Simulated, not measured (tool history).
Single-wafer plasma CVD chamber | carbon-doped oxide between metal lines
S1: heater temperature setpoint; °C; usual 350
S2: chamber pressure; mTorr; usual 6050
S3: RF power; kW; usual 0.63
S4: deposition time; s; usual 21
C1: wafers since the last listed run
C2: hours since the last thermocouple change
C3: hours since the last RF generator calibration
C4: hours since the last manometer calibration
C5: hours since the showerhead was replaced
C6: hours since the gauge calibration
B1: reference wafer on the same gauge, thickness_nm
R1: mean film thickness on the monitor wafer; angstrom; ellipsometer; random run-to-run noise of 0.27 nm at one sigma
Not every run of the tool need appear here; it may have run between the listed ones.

{"run": 1, "hour": 0.0, "S1": 350, "S2": 6050, "S3": 0.63, "S4": 21, "C1": 0, "C2": 2547.2, "C3": 76.8, "C4": 874.5, "C5": 6084.7, "C6": 1568.1, "B1": 129.97, "R1": 1172.79}
{"run": 2, "hour": 58.3, "S1": 350, "S2": 6050, "S3": 0.63, "S4": 21, "C1": 1101, "C2": 2605.5, "C3": 135.1, "C4": 932.8, "C5": 6143, "C6": 1626.4, "B1": 130.068, "R1": 1171.16}
{"run": 3, "hour": 165.8, "S1": 350, "S2": 6050, "S3": 0.63, "S4": 21, "C1": 2031, "C2": 2713, "C3": 242.6, "C4": 1040.3, "C5": 6250.5, "C6": 1733.9, "B1": 129.987, "R1": 1177.33}
{"run": 4, "hour": 257.5, "S1": 350, "S2": 6050, "S3": 0.63, "S4": 21, "C1": 1732, "C2": 2804.7, "C3": 334.3, "C4": 1132, "C5": 6342.2, "C6": 1825.6, "B1": 130.035, "R1": 1176.08}
{"run": 5, "hour": 334.7, "S1": 350, "S2": 6050, "S3": 0.63, "S4": 21, "C1": 1458, "C2": 2881.9, "C3": 411.5, "C4": 1209.2, "C5": 6419.4, "C6": 1902.8, "B1": 129.967, "R1": 1174.23}
{"run": 6, "hour": 381.6, "S1": 363, "S2": 4670, "S3": 0.57, "S4": 22.8, "C1": 886, "C2": 2928.8, "C3": 458.4, "C4": 1256.1, "C5": 6466.3, "C6": 1949.7, "B1": 129.996, "R1": 1050.02}
{"run": 7, "hour": 428.5, "S1": 343, "S2": 6050, "S3": 0.63, "S4": 21, "C1": 886, "C2": 2975.7, "C3": 505.3, "C4": 1303, "C5": 6513.2, "C6": 1996.6, "B1": 129.962, "R1": 1200.78}
{"run": 8, "hour": 499.0, "S1": 358, "S2": 6050, "S3": 0.63, "S4": 21, "C1": 1332, "C2": 3046.2, "C3": 575.8, "C4": 1373.5, "C5": 6583.7, "C6": 2067.1, "B1": 130.009, "R1": 1150.43}
{"hour": 568.1, "done": "thermocouple changed; heater temperature recalibrated"}
{"hour": 819.4, "done": "capacitance manometer re-zeroed and calibrated"}
{"run": 9, "hour": 819.9, "S1": 350, "S2": 7400, "S3": 0.63, "S4": 24, "C1": 5761, "C2": 251.8, "C3": 896.7, "C4": 0.5, "C5": 6904.6, "C6": 2388, "B1": 130.011, "R1": 1382.69}
{"run": 10, "hour": 904.1, "S1": 350, "S2": 6050, "S3": 0.63, "S4": 21, "C1": 1591, "C2": 336, "C3": 980.9, "C4": 84.7, "C5": 6988.8, "C6": 2472.2, "B1": 129.966, "R1": 1182.4}
{"run": 11, "hour": 993.7, "S1": 350, "S2": 5060, "S3": 0.505, "S4": 24.8, "C1": 1693, "C2": 425.6, "C3": 1070.5, "C4": 174.3, "C5": 7078.4, "C6": 2561.8, "B1": 130.019, "R1": 1056.7}
{"run": 12, "hour": 1091.3, "S1": 362, "S2": 6050, "S3": 0.63, "S4": 18.3, "C1": 1844, "C2": 523.2, "C3": 1168.1, "C4": 271.9, "C5": 7176, "C6": 2659.4, "B1": 129.981, "R1": 996.38}
{"hour": 1104.1, "done": "gauge calibrated"}
{"run": 13, "hour": 1376.4, "S1": 337, "S2": 6050, "S3": 0.63, "S4": 21, "C1": 5387, "C2": 808.3, "C3": 1453.2, "C4": 557, "C5": 7461.1, "C6": 272.3, "B1": 129.933, "R1": 1233.64}
{"run": 14, "hour": 1464.8, "S1": 343, "S2": 6050, "S3": 0.63, "S4": 21, "C1": 1670, "C2": 896.7, "C3": 1541.6, "C4": 645.4, "C5": 7549.5, "C6": 360.7, "B1": 130.003, "R1": 1202.6}
{"run": 15, "hour": 1531.5, "S1": 354, "S2": 7050, "S3": 0.58, "S4": 24.7, "C1": 1260, "C2": 963.4, "C3": 1608.3, "C4": 712.1, "C5": 7616.2, "C6": 427.4, "B1": 130.01, "R1": 1281.06}
{"run": 16, "hour": 1584.8, "S1": 350, "S2": 6050, "S3": 0.63, "S4": 21, "C1": 1007, "C2": 1016.7, "C3": 1661.6, "C4": 765.4, "C5": 7669.5, "C6": 480.7, "B1": 129.994, "R1": 1178.38}
{"hour": 1599.5, "done": "RF generator calibrated"}
{"hour": 1626.3, "done": "showerhead replaced"}
{"run": 17, "hour": 1688.9, "S1": 358, "S2": 5250, "S3": 0.55, "S4": 21, "C1": 1664, "C2": 1120.8, "C3": 89.4, "C4": 869.5, "C5": 62.6, "C6": 584.8, "B1": 129.977, "R1": 967.97}
{"run": 18, "hour": 1784.8, "S1": 341, "S2": 6050, "S3": 0.63, "S4": 16.8, "C1": 1812, "C2": 1216.7, "C3": 185.3, "C4": 965.4, "C5": 158.5, "C6": 680.7, "B1": 129.931, "R1": 968.56}
{"run": 19, "hour": 1821.1, "S1": 350, "S2": 6050, "S3": 0.63, "S4": 21, "C1": 685, "C2": 1253, "C3": 221.6, "C4": 1001.7, "C5": 194.8, "C6": 717, "B1": 130.021, "R1": 1173.59}
{"run": 20, "hour": 1908.0, "S1": 350, "S2": 5280, "S3": 0.63, "S4": 21, "C1": 1642, "C2": 1339.9, "C3": 308.5, "C4": 1088.6, "C5": 281.7, "C6": 803.9, "B1": 130.014, "R1": 1141.17}
{"run": 21, "hour": 1951.7, "S1": 359, "S2": 6050, "S3": 0.575, "S4": 21, "C1": 825, "C2": 1383.6, "C3": 352.2, "C4": 1132.3, "C5": 325.4, "C6": 847.6, "B1": 129.935, "R1": 1038.64}
{"run": 22, "hour": 2027.8, "S1": 339, "S2": 7050, "S3": 0.57, "S4": 18.3, "C1": 1438, "C2": 1459.7, "C3": 428.3, "C4": 1208.4, "C5": 401.5, "C6": 923.7, "B1": 129.945, "R1": 981.47}

For run 23, what comes out?
{"run": 23, "hour": 2245.7, "S1": 350, "S2": 6050, "S3": 0.58, "S4": 21, "C1": 4117, "C2": 1677.6, "C3": 646.2, "C4": 1426.3, "C5": 619.4, "C6": 1141.6, "B1": "?", "R1": "?"}

Run 23 gave B1 129.937, R1 1079.63 angstrom.
Take away the tool's hidden state, keep the run-to-run variation as it was, and the same run would have given R1 1095.57 angstrom.
